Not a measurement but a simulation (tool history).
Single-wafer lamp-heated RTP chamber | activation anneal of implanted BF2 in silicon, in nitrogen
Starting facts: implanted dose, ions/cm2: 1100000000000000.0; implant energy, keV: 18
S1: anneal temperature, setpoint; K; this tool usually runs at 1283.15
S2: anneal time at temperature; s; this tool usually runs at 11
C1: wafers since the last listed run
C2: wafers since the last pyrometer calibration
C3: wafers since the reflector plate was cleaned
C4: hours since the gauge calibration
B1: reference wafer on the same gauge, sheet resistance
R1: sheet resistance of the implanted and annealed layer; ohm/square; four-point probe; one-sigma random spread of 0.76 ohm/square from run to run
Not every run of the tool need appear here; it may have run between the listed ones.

Run 1, hour 0.0: usual settings; C1 0; C2 210; C3 2215; C4 2429.3; B1 252.82. Result: R1 208.39 ohm/square.
Run 2, hour 75.8: usual settings but S1 1268.15 K; C1 1276; C2 1486; C3 3492; C4 2505.1; B1 252.99. Result: R1 229.12 ohm/square.
Run 3, hour 173.7: usual settings; C1 1648; C2 3135; C3 5141; C4 2603.0; B1 252.91. Result: R1 205.10 ohm/square.
Run 4, hour 246.0: usual settings; C1 1217; C2 4352; C3 6358; C4 2675.3; B1 253.05. Result: R1 203.93 ohm/square.
Run 5, hour 313.1: usual settings; C1 1129; C2 5482; C3 7488; C4 2742.4; B1 253.22. Result: R1 205.72 ohm/square.
Run 6, hour 414.5: usual settings; C1 1707; C2 7190; C3 9196; C4 2843.8; B1 253.36. Result: R1 201.82 ohm/square.
Run 7, hour 502.6: usual settings; C1 1483; C2 8674; C3 10679; C4 2931.9; B1 252.66. Result: R1 200.69 ohm/square.
At hour 537.5: reflector plate cleaned.
At hour 548.0: pyrometer window cleaned and pyrometer calibrated.
Run 8, hour 548.5: usual settings; C1 503; C2 8; C3 50; C4 2977.8; B1 252.97. Result: R1 210.54 ohm/square.
Run 9, hour 626.1: usual settings but S1 1264.15 K; C1 1306; C2 1315; C3 1356; C4 3055.4; B1 253.09. Result: R1 238.12 ohm/square.
Run 10, hour 668.7: usual settings but S1 1297.15 K, S2 14 s; C1 717; C2 2032; C3 2074; C4 3098.0; B1 252.59. Result: R1 183.30 ohm/square.
Run 11, hour 752.9: usual settings; C1 1417; C2 3450; C3 3492; C4 3182.2; B1 252.83. Result: R1 209.80 ohm/square.
Run 12, hour 835.4: usual settings; C1 1389; C2 4839; C3 4881; C4 3264.7; B1 252.90. Result: R1 206.23 ohm/square.
Run 13, hour 900.2: usual settings; C1 1091; C2 5931; C3 5972; C4 3329.5; B1 253.03. Result: R1 207.07 ohm/square.
Run 14, hour 957.9: usual settings but S2 7 s; C1 971; C2 6902; C3 6944; C4 3387.2; B1 253.48. Result: R1 220.39 ohm/square.
Run 15, hour 1012.2: usual settings but S2 8 s; C1 914; C2 7817; C3 7859; C4 3441.5; B1 252.85. Result: R1 214.93 ohm/square.
Run 16, hour 1114.2: usual settings; C1 1717; C2 9534; C3 9576; C4 3543.5; B1 252.70. Result: R1 202.22 ohm/square.
At hour 1167.9: reflector plate cleaned.
Run 17, hour 1195.7: usual settings but S1 1300.15 K, S2 13 s; C1 1237; C2 10772; C3 467; C4 3625.0; B1 253.08. Result: R1 183.80 ohm/square.
At hour 1205.6: pyrometer window cleaned and pyrometer calibrated.
Run 18, hour 1267.3: usual settings but S1 1300.15 K, S2 9 s; C1 1071; C2 1038; C3 1538; C4 3696.6; B1 253.41. Result: R1 195.06 ohm/square.
Run 19, hour 1304.7: usual settings; C1 629; C2 1668; C3 2168; C4 3734.0; B1 253.32. Result: R1 208.35 ohm/square.
Run 20, hour 1616.6: usual settings but S1 1302.15 K; C1 5252; C2 6920; C3 7421; C4 4045.9; B1 252.65. Result: R1 180.72 ohm/square.
Run 21, hour 1703.2: usual settings but S1 1266.15 K, S2 15 s; C1 1458; C2 8379; C3 8879; C4 4132.5; B1 252.68. Result: R1 218.25 ohm/square.
Run 22, hour 1748.1: usual settings but S1 1272.15 K, S2 6 s; C1 756; C2 9135; C3 9635; C4 4177.4; B1 252.88. Result: R1 234.84 ohm/square.
At hour 1770.3: gauge calibrated.
At hour 1795.9: reflector plate cleaned.
At hour 1817.6: pyrometer window cleaned and pyrometer calibrated.
Run 23, hour 1997.6: usual settings but S1 1275.15 K, S2 5 s; C1 3932; C2 3030; C3 3262; C4 227.3; B1 253.01. Result: R1 241.00 ohm/square.
Run 24, hour 2067.1: usual settings; C1 1170; C2 4201; C3 4432; C4 296.8; B1 252.89. Result: R1 207.97 ohm/square.
Run 25, hour 2342.5: usual settings but S1 1268.15 K, S2 15 s; C1 4637; C2 8839; C3 9070; C4 572.2; B1 253.07. Result: R1 214.53 ohm/square.
At hour 2377.7: pyrometer window cleaned and pyrometer calibrated.
Run 26, hour 2438.4: usual settings; C1 1480; C2 1022; C3 10550; C4 668.1; B1 253.22. Result: R1 201.63 ohm/square.
At hour 2480.9: reflector plate cleaned.
Run 27, hour 2483.8: usual settings but S1 1294.15 K, S2 14 s; C1 629; C2 1652; C3 49; C4 713.5; B1 252.87. Result: R1 188.01 ohm/square.
Run 28, hour 2548.1: usual settings but S1 1309.15 K, S2 13 s; C1 1082; C2 2735; C3 1131; C4 777.8; B1 252.65. Result: R1 172.16 ohm/square.
Run 29, hour 2612.2: usual settings but S1 1312.15 K, S2 17 s; C1 1079; C2 3814; C3 2211; C4 841.9; B1 253.19. Result: R1 161.74 ohm/square.
Run 30, hour 2749.4: usual settings but S1 1273.15 K, S2 8 s; C1 2310; C2 6125; C3 4521; C4 979.1; B1 252.87. Result: R1 230.52 ohm/square.
Run 31, hour 2792.2: usual settings but S1 1265.15 K, S2 8 s; C1 720; C2 6846; C3 5242; C4 1021.9; B1 252.79. Result: R1 239.86 ohm/square.
Run 32, hour 2851.1: usual settings; C1 991; C2 7838; C3 6234; C4 1080.8; B1 253.34. Result: R1 205.18 ohm/square.
Run 33, hour 2890.8: usual settings; C1 668; C2 8506; C3 6903; C4 1120.5; B1 252.82. Result: R1 204.75 ohm/square.
Run 34, hour 2946.1: usual settings but S1 1260.15 K, S2 17 s; C1 931; C2 9437; C3 7834; C4 1175.8; B1 253.28. Result: R1 224.69 ohm/square.
At hour 3022.3: pyrometer window cleaned and pyrometer calibrated.
Run 35, hour 3025.4: usual settings but S1 1308.15 K; C1 1200; C2 52; C3 9035; C4 1255.1; B1 252.78. Result: R1 172.99 ohm/square.

Table of differences, measured result less the result of that run with no hidden state. Run-to-run variation is the same in both. Gauge scatter possibly is not:
Hidden conditions of the tool in this case: true wafer temperature minus pyrometer reading, K; wafer temperature error from the tarnished reflector plate, K; gauge reads high (%).
run      R1
  1   -3.40
  2   -5.02
  3   -5.91
  4   -6.94
  5   -8.01
  6   -9.37
  7  -10.62
  8   -0.70
  9   -2.13
 10   -2.12
 11   -3.74
 12   -4.90
 13   -5.88
 14   -6.56
 15   -7.39
 16   -8.91
 17   -0.91
 18   -1.98
 19   -2.66
 20   -6.30
 21  -10.06
 22   -9.12
 23   -2.95
 24   -4.08
 25   -9.39
 26   -9.41
 27   -1.47
 28   -1.96
 29   -2.21
 30   -5.70
 31   -6.67
 32   -7.02
 33   -7.60
 34  -10.64
 35   -7.62

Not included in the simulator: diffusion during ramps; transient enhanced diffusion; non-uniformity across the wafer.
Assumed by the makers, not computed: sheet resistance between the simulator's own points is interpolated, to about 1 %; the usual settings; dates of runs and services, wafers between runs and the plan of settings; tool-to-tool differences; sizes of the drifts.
